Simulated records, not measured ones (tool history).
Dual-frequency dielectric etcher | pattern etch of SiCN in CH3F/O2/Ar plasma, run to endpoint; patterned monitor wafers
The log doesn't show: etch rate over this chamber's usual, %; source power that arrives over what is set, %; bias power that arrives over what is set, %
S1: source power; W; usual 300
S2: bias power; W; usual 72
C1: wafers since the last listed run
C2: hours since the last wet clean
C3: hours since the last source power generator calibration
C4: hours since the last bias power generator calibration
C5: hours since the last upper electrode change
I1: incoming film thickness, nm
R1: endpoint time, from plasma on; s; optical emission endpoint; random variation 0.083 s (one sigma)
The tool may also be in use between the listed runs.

Run 1, hour 0: usual settings; C1 0; C2 496.2; C3 2095.7; C4 430; C5 2442.2; I1 8.14. Result: R1 25.2 s.
At hour 10.5: source power generator calibrated.
Run 2, hour 87.7: usual settings; C1 779; C2 583.9; C3 77.2; C4 517.7; C5 2529.9; I1 8.05. Result: R1 24.8 s.
At hour 129.9: wet clean of the chamber.
Run 3, hour 145.5: usual settings; C1 314; C2 15.6; C3 135; C4 575.5; C5 2587.7; I1 8.05. Result: R1 24.8 s.
Run 4, hour 202.6: usual settings; C1 532; C2 72.7; C3 192.1; C4 632.6; C5 2644.8; I1 8.01. Result: R1 24.6 s.
Run 5, hour 287.1: usual settings; C1 787; C2 157.2; C3 276.6; C4 717.1; C5 2729.3; I1 8.11. Result: R1 25.1 s.
Run 6, hour 354: usual settings; C1 623; C2 224.1; C3 343.5; C4 784; C5 2796.2; I1 8.11. Result: R1 25 s.
Run 7, hour 448.6: usual settings; C1 881; C2 318.7; C3 438.1; C4 878.6; C5 2890.8; I1 8.14. Result: R1 25.2 s.
Run 8, hour 539: usual settings; C1 842; C2 409.1; C3 528.5; C4 969; C5 2981.2; I1 8.19. Result: R1 25.3 s.
Run 9, hour 634.2: usual settings; C1 886; C2 504.3; C3 623.7; C4 1064.2; C5 3076.4; I1 8.19. Result: R1 25.2 s.
Run 10, hour 732: usual settings; C1 911; C2 602.1; C3 721.5; C4 1162; C5 3174.2; I1 8.24. Result: R1 25.2 s.
At hour 826.3: wet clean of the chamber.
Run 11, hour 829.7: usual settings; C1 686; C2 3.4; C3 819.2; C4 1259.7; C5 3271.9; I1 8.13. Result: R1 25.1 s.
Run 12, hour 893.8: usual settings; C1 597; C2 67.5; C3 883.3; C4 1323.8; C5 3336; I1 8.07. Result: R1 24.8 s.
At hour 935.8: upper electrode replaced.
Run 13, hour 958.8: usual settings but S2 86 W; C1 382; C2 132.5; C3 948.3; C4 1388.8; C5 23; I1 8.02. Result: R1 22.8 s.
Run 14, hour 1063.8: usual settings; C1 978; C2 237.5; C3 1053.3; C4 1493.8; C5 128; I1 8.14. Result: R1 25.1 s.
Run 15, hour 1111.7: usual settings; C1 446; C2 285.4; C3 1101.2; C4 1541.7; C5 175.9; I1 8.12. Result: R1 25 s.
Run 16, hour 1323: usual settings; C1 1968; C2 496.7; C3 1312.5; C4 1753; C5 387.2; I1 8.13. Result: R1 25.1 s.
Run 17, hour 1397.8: usual settings but S1 240 W, S2 58 W; C1 696; C2 571.5; C3 1387.3; C4 1827.8; C5 462; I1 8.07. Result: R1 29.4 s.
At hour 1403.9: bias power generator calibrated.
At hour 1457.2: wet clean of the chamber.
Run 18, hour 1457.7: usual settings but S1 330 W, S2 78 W; C1 297; C2 0.5; C3 1447.2; C4 53.8; C5 521.9; I1 8.05. Result: R1 23.2 s.
Run 19, hour 1519.4: usual settings but S1 280 W, S2 58 W; C1 574; C2 62.2; C3 1508.9; C4 115.5; C5 583.6; I1 8.03. Result: R1 28.2 s.
Run 20, hour 1575: usual settings but S1 340 W; C1 518; C2 117.8; C3 1564.5; C4 171.1; C5 639.2; I1 8.13. Result: R1 24.2 s.
Run 21, hour 1625.3: usual settings but S1 260 W, S2 66 W; C1 468; C2 168.1; C3 1614.8; C4 221.4; C5 689.5; I1 8.07. Result: R1 26.7 s.
Run 22, hour 1717: usual settings but S1 330 W, S2 66 W; C1 854; C2 259.8; C3 1706.5; C4 313.1; C5 781.2; I1 8.06. Result: R1 25.2 s.
At hour 1797.4: source power generator calibrated.
Run 23, hour 1823.5: usual settings; C1 955; C2 366.3; C3 26.1; C4 419.6; C5 887.7; I1 8.09. Result: R1 24.9 s.
Run 24, hour 1890.9: usual settings; C1 627; C2 433.7; C3 93.5; C4 487; C5 955.1; I1 8.09. Result: R1 25 s.
Run 25, hour 1997.2: usual settings but S1 240 W, S2 88 W; C1 990; C2 540; C3 199.8; C4 593.3; C5 1061.4; I1 8. Result: R1 23.6 s.
At hour 2032.1: wet clean of the chamber.
Run 26, hour 2075.4: usual settings; C1 504; C2 43.3; C3 278; C4 671.5; C5 1139.6; I1 8.06. Result: R1 24.7 s.
Run 27, hour 2131: usual settings but S1 240 W; C1 518; C2 98.9; C3 333.6; C4 727.1; C5 1195.2; I1 8.15. Result: R1 26.6 s.
Run 28, hour 2215: usual settings but S1 250 W, S2 84 W; C1 782; C2 182.9; C3 417.6; C4 811.1; C5 1279.2; I1 8.16. Result: R1 24.4 s.
Run 29, hour 2298.6: usual settings but S2 55 W; C1 778; C2 266.5; C3 501.2; C4 894.7; C5 1362.8; I1 8.1. Result: R1 28.6 s.
Run 30, hour 2372.1: usual settings; C1 684; C2 340; C3 574.7; C4 968.2; C5 1436.3; I1 8.16. Result: R1 25.3 s.
Run 31, hour 2420.7: usual settings but S1 280 W, S2 67 W; C1 452; C2 388.6; C3 623.3; C4 1016.8; C5 1484.9; I1 8.13. Result: R1 26.4 s.
Run 32, hour 2502.4: usual settings but S1 340 W, S2 82 W; C1 761; C2 470.3; C3 705; C4 1098.5; C5 1566.6; I1 8.15. Result: R1 22.7 s.

Forecast each of these 5 alternatives for the next run:
Run A, hour 2502.8: usual settings; C1 3; C2 470.7; C3 705.4; C4 1098.9; C5 1567; I1 8.12. Result: R1 ?.
Run B, hour 2502.8: usual settings but S1 330 W, S2 87 W; C1 3; C2 470.7; C3 705.4; C4 1098.9; C5 1567; I1 8.12. Result: R1 ?.
Run C, hour 2502.8: usual settings but S2 87 W; C1 3; C2 470.7; C3 705.4; C4 1098.9; C5 1567; I1 8.12. Result: R1 ?.
Run D, hour 2502.8: usual settings but S1 340 W, S2 80 W; C1 3; C2 470.7; C3 705.4; C4 1098.9; C5 1567; I1 8.12. Result: R1 ?.
Run E, hour 2502.8: usual settings but S1 270 W, S2 89 W; C1 3; C2 470.7; C3 705.4; C4 1098.9; C5 1567; I1 8.12. Result: R1 ?.

run    R1
  A  25.2
  B  22.4
  C    23
  D  23.1
  E  23.4
Without the tool's hidden state the same runs would have given:
run    R1
  A  25.2
  B  22.4
  C    23
  D  23.1
  E  23.4

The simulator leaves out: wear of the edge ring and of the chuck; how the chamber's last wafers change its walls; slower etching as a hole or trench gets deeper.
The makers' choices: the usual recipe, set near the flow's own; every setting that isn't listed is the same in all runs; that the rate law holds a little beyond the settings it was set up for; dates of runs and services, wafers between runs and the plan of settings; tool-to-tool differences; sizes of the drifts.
